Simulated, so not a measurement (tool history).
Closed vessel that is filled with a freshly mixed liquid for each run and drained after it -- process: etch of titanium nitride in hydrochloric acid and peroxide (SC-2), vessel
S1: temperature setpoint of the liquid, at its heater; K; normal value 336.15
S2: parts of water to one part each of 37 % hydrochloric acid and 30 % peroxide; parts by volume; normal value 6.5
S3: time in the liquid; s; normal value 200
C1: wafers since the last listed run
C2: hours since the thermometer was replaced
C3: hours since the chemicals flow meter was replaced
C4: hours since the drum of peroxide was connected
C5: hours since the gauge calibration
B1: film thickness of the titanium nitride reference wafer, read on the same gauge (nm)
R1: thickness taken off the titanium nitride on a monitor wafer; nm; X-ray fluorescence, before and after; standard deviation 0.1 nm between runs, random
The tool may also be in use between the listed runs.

run     day      S1   S2   S3     C1      C2     C3     C4     C5      B1     R1
  1       0  336.15  6.5  200      0  2436.3  153.4   67.1   23.6  110.01  17.84
  2   0.854  336.15  6.5  165   2428  2456.8  173.9   87.6   44.1  109.98  14.89
  3   2.142  336.15  6.5  110   3660  2487.7  204.8  118.5     75  110.04   9.94
  4   3.438  336.15  6.5  200   3683  2518.8  235.9  149.6  106.1  110.01  17.99
  5    4.55  336.15  6.5  200   3162  2545.5  262.6  176.3  132.8  109.96  18.23
  6   5.975  336.15  6.5  200   4050  2579.7  296.8  210.5    167  110.03  17.89
  7   7.238  336.15  6.5  200   3588    2610  327.1  240.8  197.3  110.01  18.18
  8   8.375  336.15  6.5  200   3233  2637.3  354.4  268.1  224.6  110.02  18.01
  9   9.083  336.15  6.5  200   2013  2654.3  371.4  285.1  241.6     110  18.22
 10  10.138  336.15  6.5  200   2996  2679.6  396.7  310.4  266.9  109.99  17.91
 11  11.925  336.15  6.5  200   5081  2722.5  439.6  353.3  309.8     110   18.1
     13.033  -- chemicals flow meter replaced
 12  13.425  336.15  6.5  200   4145  2758.5    9.4  389.3  345.8  109.99  18.37
 13  14.638  345.15  6.5  145   3446  2787.6   38.5  418.4  374.9  110.02  22.68
 14  15.417  336.15  6.5  200   2214  2806.3   57.2  437.1  393.6  110.01  18.25
 15   16.55  345.15    9  260   3221  2833.5   84.4  464.3  420.8  109.97  31.65
 16  17.454  336.15  6.5  115   2570  2855.2  106.1    486  442.5  110.01  10.43
 17  18.567  336.15  5.5  115   3162  2881.9  132.8  512.7  469.2  109.93  11.99
 18  19.908  331.65    4  200   3813  2914.1    165  544.9  501.4     110  19.56
     20.017  -- new drum of peroxide connected
 19  20.525  338.65  6.5  230   1634  2928.9  179.8   12.2  516.2  110.06  24.26
     21.229  -- thermometer replaced
     23.729  -- gauge calibrated
 20  23.962  336.15  6.5  200   9653    65.6  262.3   94.7    5.6  110.01  15.96
 21  27.604  336.15  9.5  200  10352     153  349.7  182.1     93  109.99  11.96
 22  28.925  341.65  9.5  170   3754   184.7  381.4  213.8  124.7  109.96  14.17
 23  29.429  342.15  6.5  200   1433   196.8  393.5  225.9  136.8  109.98  22.93
     29.829  -- chemicals flow meter replaced
 24  30.462  336.15  6.5  295   2819   221.6   15.2  250.7  161.6  109.97  23.82
 25  31.538  336.15    6  200   3055   247.4     41  276.5  187.4  109.99  17.14
 26  32.725  336.15    4  250   3375   275.9   69.5    305  215.9  109.93  28.48
 27  34.112  345.15    9  260   3944   309.2  102.8  338.3  249.2  110.06   27.9
 28  35.579  331.15  8.5  165   4169   344.4    138  373.5  284.4  110.02   7.89
 29  36.167  336.15  5.5  135   1670   358.5  152.1  387.6  298.5  109.95  12.39

Here are 4 independent what-if runs from the current tool condition. What would each one return?
  A  36.196  336.15  6.5  200  82  359.2  152.8  388.3  299.2   ?   ?
  B  36.196  345.15  6.5  270  82  359.2  152.8  388.3  299.2   ?   ?
  C  36.196  345.15    4  200  82  359.2  152.8  388.3  299.2   ?   ?
  D  36.196  336.15    4  200  82  359.2  152.8  388.3  299.2   ?   ?

run      B1     R1
  A  110.03  16.19
  B  110.03  37.48
  C  110.03  39.33
  D  110.03  22.94
What these runs would have given with no unlogged condition in the tool:
run     R1
  A  15.91
  B  36.85
  C  38.67
  D  22.53
